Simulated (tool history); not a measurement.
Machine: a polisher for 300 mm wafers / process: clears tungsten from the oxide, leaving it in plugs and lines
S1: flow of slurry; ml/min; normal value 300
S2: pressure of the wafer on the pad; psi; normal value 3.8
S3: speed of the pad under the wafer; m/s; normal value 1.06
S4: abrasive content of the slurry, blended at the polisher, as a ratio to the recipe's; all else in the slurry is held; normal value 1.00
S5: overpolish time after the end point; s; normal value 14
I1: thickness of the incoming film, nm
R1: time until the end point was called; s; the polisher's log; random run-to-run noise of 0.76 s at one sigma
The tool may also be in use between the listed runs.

| run | day | S1 | S2 | S3 | S4 | S5 | I1 | R1 |
|---|---|---|---|---|---|---|---|---|
| 1 | 0.000 | 300 | 3.8 | 1.06 | 1.00 | 14 | 360.7 | 74.7 |
| 2 | 0.729 | 255 | 3.8 | 1.06 | 1.00 | 14 | 358.8 | 75.4 |
|  | 1.250 | slurry tank refilled with fresh slurry and peroxide |
| 3 | 1.642 | 300 | 3.8 | 1.06 | 1.00 | 14 | 364.2 | 63.2 |
| 4 | 2.308 | 300 | 3.8 | 1.06 | 1.00 | 14 | 360.9 | 65.9 |
| 5 | 3.033 | 300 | 3.8 | 1.06 | 1.00 | 14 | 359.7 | 69.6 |
| 6 | 3.754 | 300 | 3.8 | 1.06 | 1.00 | 14 | 357.7 | 70.1 |
| 7 | 4.408 | 300 | 3.8 | 1.06 | 1.00 | 14 | 365.1 | 71.1 |
| 8 | 4.808 | 300 | 3.8 | 1.06 | 1.00 | 14 | 360.6 | 72.5 |
|  | 4.967 | slurry tank refilled with fresh slurry and peroxide |
|  | 5.067 | worn pad replaced by a new one |
| 9 | 5.229 | 300 | 3.8 | 1.06 | 1.00 | 14 | 362.1 | 64.1 |
|  | 5.454 | slurry nozzle cleaned |
| 10 | 5.883 | 300 | 5.1 | 1.06 | 1.00 | 20 | 364.3 | 49.6 |
| 11 | 6.517 | 300 | 3.8 | 1.06 | 1.00 | 14 | 358.0 | 67.7 |
| 12 | 6.892 | 300 | 3.8 | 1.06 | 1.00 | 14 | 365.0 | 72.5 |
|  | 7.112 | slurry blender recalibrated |
| 13 | 7.875 | 380 | 3.8 | 0.70 | 1.00 | 14 | 358.8 | 106.5 |
| 14 | 8.225 | 300 | 3.8 | 1.06 | 1.00 | 14 | 357.3 | 72.0 |
| 15 | 8.621 | 265 | 3.8 | 1.22 | 1.00 | 14 | 362.0 | 65.2 |
| 16 | 8.883 | 300 | 2.6 | 0.90 | 1.00 | 14 | 357.4 | 123.3 |
|  | 9.571 | head pressure recalibrated |
| 17 | 9.604 | 300 | 3.8 | 0.94 | 1.00 | 12 | 366.9 | 84.8 |
|  | 9.879 | slurry tank refilled with fresh slurry and peroxide |
| 18 | 9.950 | 370 | 4.8 | 0.70 | 0.80 | 14 | 358.8 | 80.4 |
| 19 | 10.442 | 300 | 3.8 | 0.76 | 1.00 | 14 | 360.8 | 94.6 |
|  | 10.892 | worn pad replaced by a new one |
| 20 | 11.125 | 300 | 3.8 | 1.06 | 1.00 | 14 | 359.4 | 70.5 |
| 21 | 11.596 | 300 | 4.9 | 0.94 | 1.15 | 9 | 367.7 | 61.5 |
| 22 | 11.900 | 300 | 4.5 | 0.86 | 1.20 | 19 | 361.3 | 72.8 |
| 23 | 12.321 | 300 | 3.8 | 1.06 | 1.00 | 14 | 354.9 | 74.3 |
| 24 | 13.029 | 300 | 3.8 | 1.06 | 1.00 | 14 | 364.8 | 76.5 |
| 25 | 13.379 | 300 | 3.8 | 0.74 | 1.00 | 14 | 358.2 | 110.3 |

Below are 5 alternative next runs, each starting from the tool's condition after run 25. Predict each:
| A | 13.400 | 300 | 3.8 | 1.06 | 1.00 | 14 | 360.2 | ? |
| B | 13.400 | 300 | 3.8 | 0.94 | 0.70 | 14 | 360.2 | ? |
| C | 13.400 | 200 | 3.8 | 1.06 | 1.00 | 19 | 360.2 | ? |
| D | 13.400 | 300 | 4.2 | 1.06 | 1.00 | 18 | 360.2 | ? |
| E | 13.400 | 350 | 4.5 | 1.06 | 1.00 | 14 | 360.2 | ? |

| run | R1 |
|---|---|
| A | 76.3 |
| B | 94.7 |
| C | 79.5 |
| D | 69.0 |
| E | 63.6 |
With no hidden state in the tool, these same runs would have given:
| run | R1 |
|---|---|
| A | 61.4 |
| B | 76.2 |
| C | 64.0 |
| D | 55.5 |
| E | 51.2 |
